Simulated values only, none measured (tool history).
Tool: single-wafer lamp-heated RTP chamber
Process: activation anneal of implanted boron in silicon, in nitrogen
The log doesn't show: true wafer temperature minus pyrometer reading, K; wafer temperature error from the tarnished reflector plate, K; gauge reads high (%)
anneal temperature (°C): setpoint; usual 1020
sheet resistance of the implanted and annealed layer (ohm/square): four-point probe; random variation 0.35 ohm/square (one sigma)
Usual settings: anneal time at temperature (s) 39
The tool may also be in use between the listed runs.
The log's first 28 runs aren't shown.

run    hour  anneal temperature (°C)  anneal time at temperature (s)  wafers since the last listed run  wafers since the last pyrometer calibration  wafers since the reflector plate was cleaned  hours since the gauge calibration  read-back reference wafer on the same gauge, sheet resistance  sheet resistance of the implanted and annealed layer (ohm/square)
     1412.5  -- reflector plate cleaned
 29  1445.2                     1043                              47                               337                                         2727                                           256                              481.0                                                         206.01                                                             232.97
 30  1493.3                     1000                              58                               377                                         3105                                           634                              529.1                                                         206.11                                                             237.79
     1522.7  -- pyrometer window cleaned and pyrometer calibrated
 31  1523.2                     1020                              39                               172                                            4                                           806                              559.0                                                         205.94                                                             236.24
 32  1580.1                     1029                              39                               446                                          451                                          1253                              615.9                                                         205.90                                                             234.65
 33  1616.9                     1020                              39                               289                                          740                                          1542                              652.7                                                         206.00                                                             235.79
 34  1657.0                     1050                              39                               314                                         1055                                          1857                              692.8                                                         205.94                                                             233.09
 35  1690.3                     1020                              39                               261                                         1316                                          2119                              726.1                                                         205.95                                                             236.15
 36  1725.4                      999                              39                               275                                         1592                                          2394                              761.2                                                         206.02                                                             240.06
 37  1765.2                     1045                              39                               312                                         1904                                          2707                              801.0                                                         205.98                                                             233.36

Forecast each of these 3 alternatives for the next run:
  A  1765.6                     1020                              39                                 3                                         1908                                          2710                              801.4                                                              ?                                                                  ?
  B  1765.6                     1039                              53                                 3                                         1908                                          2710                              801.4                                                              ?                                                                  ?
  C  1765.6                     1037                              17                                 3                                         1908                                          2710                              801.4                                                              ?                                                                  ?

run  read-back reference wafer on the same gauge, sheet resistance  sheet resistance of the implanted and annealed layer (ohm/square)
  A                                                         205.95                                                             235.83
  B                                                         205.95                                                             232.89
  C                                                         205.95                                                             236.04
Without the tool's hidden state the same runs would have given:
run  sheet resistance of the implanted and annealed layer (ohm/square)
  A                                                             236.21
  B                                                             233.11
  C                                                             236.28

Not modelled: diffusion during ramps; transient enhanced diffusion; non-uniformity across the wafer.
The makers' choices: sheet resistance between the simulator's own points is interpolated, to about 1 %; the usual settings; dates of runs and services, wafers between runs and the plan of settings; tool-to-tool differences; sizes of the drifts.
